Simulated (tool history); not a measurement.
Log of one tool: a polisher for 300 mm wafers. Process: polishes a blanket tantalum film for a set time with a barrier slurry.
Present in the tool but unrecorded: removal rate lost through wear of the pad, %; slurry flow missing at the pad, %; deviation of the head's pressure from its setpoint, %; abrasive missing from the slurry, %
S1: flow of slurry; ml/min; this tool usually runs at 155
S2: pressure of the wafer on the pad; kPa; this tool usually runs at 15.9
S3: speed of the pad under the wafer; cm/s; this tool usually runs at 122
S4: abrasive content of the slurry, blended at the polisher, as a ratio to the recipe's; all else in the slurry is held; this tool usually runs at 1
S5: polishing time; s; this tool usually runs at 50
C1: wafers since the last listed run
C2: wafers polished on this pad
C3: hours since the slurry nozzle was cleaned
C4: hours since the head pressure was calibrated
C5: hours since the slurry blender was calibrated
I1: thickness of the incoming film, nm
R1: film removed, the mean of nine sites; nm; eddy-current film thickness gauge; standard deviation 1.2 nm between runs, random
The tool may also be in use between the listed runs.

run 1 day=0 | S1=155 S2=15.9 S3=122 S4=1 S5=59 | C1=0 C2=212 C3=9.5 C4=322 C5=39.4 | I1=331.2 | R1=112.6
run 2 day=0.55 | S1=155 S2=15.9 S3=122 S4=1 S5=59 | C1=130 C2=342 C3=22.7 C4=335.2 C5=52.6 | I1=329.7 | R1=111.9
run 3 day=1.117 | S1=155 S2=15.9 S3=122 S4=1 S5=50 | C1=134 C2=477 C3=36.3 C4=348.8 C5=66.2 | I1=330.2 | R1=95.1
run 4 day=1.483 | S1=155 S2=15.9 S3=122 S4=1 S5=50 | C1=86 C2=564 C3=45.1 C4=357.6 C5=75 | I1=336.5 | R1=93.1
run 5 day=2.167 | S1=155 S2=15.9 S3=122 S4=1 S5=50 | C1=162 C2=726 C3=61.5 C4=374 C5=91.4 | I1=330.5 | R1=92.6
run 6 day=2.483 | S1=155 S2=15.9 S3=122 S4=1 S5=50 | C1=75 C2=801 C3=69.1 C4=381.6 C5=99 | I1=327.1 | R1=93.3
run 7 day=3.125 | S1=155 S2=15.9 S3=122 S4=1 S5=50 | C1=152 C2=953 C3=84.5 C4=397 C5=114.4 | I1=332 | R1=92.4
run 8 day=3.729 | S1=130 S2=17.9 S3=160 S4=0.9 S5=50 | C1=143 C2=1096 C3=99 C4=411.5 C5=128.9 | I1=324.1 | R1=130.2
run 9 day=4.012 | S1=155 S2=15.9 S3=122 S4=1.3 S5=64 | C1=67 C2=1163 C3=105.8 C4=418.3 C5=135.7 | I1=329.7 | R1=126.2
-- day=4.258 worn pad replaced by a new one
run 10 day=4.583 | S1=155 S2=11 S3=134 S4=1.1 S5=50 | C1=95 C2=77 C3=119.5 C4=432 C5=149.4 | I1=329.8 | R1=78.4
-- day=4.783 head pressure recalibrated
run 11 day=5.188 | S1=155 S2=15.9 S3=122 S4=1.2 S5=33 | C1=123 C2=200 C3=134 C4=9.7 C5=163.9 | I1=333.4 | R1=66.1
run 12 day=5.862 | S1=155 S2=15.9 S3=138 S4=1 S5=50 | C1=160 C2=360 C3=150.2 C4=25.9 C5=180.1 | I1=331.2 | R1=106.5
run 13 day=6.446 | S1=155 S2=15.9 S3=122 S4=1 S5=50 | C1=138 C2=499 C3=164.2 C4=39.9 C5=194.1 | I1=327.7 | R1=93.7
run 14 day=7.042 | S1=155 S2=15.9 S3=122 S4=1 S5=50 | C1=141 C2=640 C3=178.5 C4=54.2 C5=208.4 | I1=325.6 | R1=93.9
run 15 day=7.5 | S1=155 S2=10.3 S3=96 S4=0.75 S5=67 | C1=108 C2=749 C3=189.5 C4=65.2 C5=219.4 | I1=329 | R1=61.8
run 16 day=7.821 | S1=155 S2=15.9 S3=122 S4=1 S5=50 | C1=76 C2=825 C3=197.2 C4=72.9 C5=227.1 | I1=329.5 | R1=92.4
run 17 day=8.204 | S1=155 S2=11 S3=122 S4=1 S5=50 | C1=90 C2=916 C3=206.4 C4=82.1 C5=236.3 | I1=324.1 | R1=66.7
run 18 day=8.938 | S1=110 S2=20 S3=88 S4=1 S5=43 | C1=173 C2=1089 C3=224 C4=99.7 C5=253.9 | I1=323.9 | R1=67.8
run 19 day=9.283 | S1=155 S2=15.9 S3=122 S4=1 S5=50 | C1=81 C2=1171 C3=232.3 C4=108 C5=262.2 | I1=333.1 | R1=93.4
run 20 day=9.567 | S1=155 S2=13.1 S3=122 S4=1 S5=50 | C1=67 C2=1239 C3=239.1 C4=114.8 C5=269 | I1=332.3 | R1=77.9
-- day=9.758 worn pad replaced by a new one
run 21 day=9.958 | S1=155 S2=15.9 S3=122 S4=1 S5=50 | C1=53 C2=47 C3=248.5 C4=124.2 C5=278.4 | I1=329.3 | R1=100.4
run 22 day=10.667 | S1=180 S2=15.9 S3=142 S4=1.25 S5=37 | C1=167 C2=215 C3=265.5 C4=141.2 C5=295.4 | I1=324.1 | R1=90
run 23 day=11.162 | S1=155 S2=15.9 S3=122 S4=1 S5=45 | C1=117 C2=332 C3=277.4 C4=153.1 C5=307.3 | I1=331.3 | R1=87
run 24 day=11.9 | S1=155 S2=15.9 S3=122 S4=1 S5=50 | C1=174 C2=507 C3=295.1 C4=170.8 C5=325 | I1=331.4 | R1=91.6
-- day=12.633 slurry nozzle cleaned
run 25 day=12.654 | S1=155 S2=15.9 S3=122 S4=1 S5=40 | C1=168 C2=676 C3=0.5 C4=188.9 C5=343.1 | I1=331.1 | R1=75
-- day=12.946 slurry blender recalibrated
run 26 day=13.079 | S1=155 S2=15.9 S3=102 S4=1 S5=50 | C1=81 C2=757 C3=10.7 C4=199.1 C5=3.2 | I1=330.3 | R1=77.4
run 27 day=13.504 | S1=155 S2=15.9 S3=122 S4=1.15 S5=50 | C1=100 C2=858 C3=20.9 C4=209.3 C5=13.4 | I1=325.9 | R1=95
run 28 day=14.071 | S1=205 S2=17.9 S3=82 S4=1.3 S5=50 | C1=134 C2=992 C3=34.5 C4=222.9 C5=27 | I1=328.7 | R1=76.9
-- day=14.371 worn pad replaced by a new one
run 29 day=14.638 | S1=155 S2=15.9 S3=144 S4=1.25 S5=63 | C1=94 C2=62 C3=48.1 C4=236.5 C5=40.6 | I1=329.9 | R1=152.4
run 30 day=14.917 | S1=195 S2=11 S3=158 S4=1 S5=50 | C1=66 C2=129 C3=54.8 C4=243.2 C5=47.3 | I1=329.5 | R1=91.7

Predict each of these 4 candidate next runs independently; none follows another, all start after run 30:
run A day=14.933 | S1=155 S2=15.9 S3=122 S4=1 S5=50 | C1=3 C2=133 C3=55.2 C4=243.6 C5=47.7 | I1=327.4 | R1=?
run B day=14.933 | S1=190 S2=15.9 S3=122 S4=1 S5=50 | C1=3 C2=133 C3=55.2 C4=243.6 C5=47.7 | I1=327.4 | R1=?
run C day=14.933 | S1=155 S2=15.9 S3=90 S4=1 S5=50 | C1=3 C2=133 C3=55.2 C4=243.6 C5=47.7 | I1=327.4 | R1=?
run D day=14.933 | S1=155 S2=15.9 S3=122 S4=1.1 S5=50 | C1=3 C2=133 C3=55.2 C4=243.6 C5=47.7 | I1=327.4 | R1=?

run=A R1=95.4
run=B R1=98
run=C R1=70.4
run=D R1=98.1
Without the tool's unlogged condition, the same runs would have read:
run=A R1=97.3
run=B R1=99.9
run=C R1=71.8
run=D R1=100

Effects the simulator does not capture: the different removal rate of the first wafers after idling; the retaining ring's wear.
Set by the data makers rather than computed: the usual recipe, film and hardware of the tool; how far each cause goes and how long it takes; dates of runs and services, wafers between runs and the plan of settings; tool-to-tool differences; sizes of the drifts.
